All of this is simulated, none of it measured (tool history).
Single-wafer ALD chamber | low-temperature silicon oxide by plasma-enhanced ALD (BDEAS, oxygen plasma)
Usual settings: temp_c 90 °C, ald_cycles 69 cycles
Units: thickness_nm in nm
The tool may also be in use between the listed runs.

| run | hour | temp_c | ald_cycles | wafers since the last listed run | hours since the last thermocouple change | hours since the gauge calibration | read-back reference wafer on the same gauge, thickness_nm | thickness_nm |
|---|---|---|---|---|---|---|---|---|
| 1 | 0.0 | 90 | 69 | 0 | 1172.5 | 84.6 | 8.896 | 10.045 |
| 2 | 24.9 | 90 | 69 | 94 | 1197.4 | 109.5 | 8.905 | 10.034 |
| 3 | 49.8 | 90 | 69 | 94 | 1222.3 | 134.4 | 8.901 | 10.053 |
| 4 | 63.2 | 90 | 69 | 50 | 1235.7 | 147.8 | 8.905 | 10.056 |
| 5 | 94.6 | 90 | 69 | 119 | 1267.1 | 179.2 | 8.905 | 10.036 |
| 6 | 108.3 | 90 | 69 | 51 | 1280.8 | 192.9 | 8.896 | 10.008 |
| 7 | 126.5 | 90 | 69 | 68 | 1299.0 | 211.1 | 8.899 | 10.040 |
|  | 137.6 | gauge calibrated |
| 8 | 145.8 | 100 | 69 | 73 | 1318.3 | 8.2 | 8.899 | 9.687 |
| 9 | 171.1 | 90 | 69 | 95 | 1343.6 | 33.5 | 8.901 | 10.051 |
| 10 | 223.9 | 90 | 69 | 200 | 1396.4 | 86.3 | 8.903 | 10.032 |
|  | 243.3 | thermocouple changed; heater temperature recalibrated |
| 11 | 243.8 | 76 | 65 | 45 | 0.5 | 106.2 | 8.899 | 9.837 |
| 12 | 259.8 | 96 | 75 | 60 | 16.5 | 122.2 | 8.900 | 10.650 |
| 13 | 282.8 | 90 | 69 | 87 | 39.5 | 145.2 | 8.898 | 9.985 |
| 14 | 295.4 | 81 | 78 | 47 | 52.1 | 157.8 | 8.905 | 11.662 |
| 15 | 311.4 | 83 | 64 | 60 | 68.1 | 173.8 | 8.896 | 9.530 |

What the log doesn't show, run by run:
wafer temperature above the value expected at the setpoint (K): 0 in every run
gauge reads high (%): 0 in every run

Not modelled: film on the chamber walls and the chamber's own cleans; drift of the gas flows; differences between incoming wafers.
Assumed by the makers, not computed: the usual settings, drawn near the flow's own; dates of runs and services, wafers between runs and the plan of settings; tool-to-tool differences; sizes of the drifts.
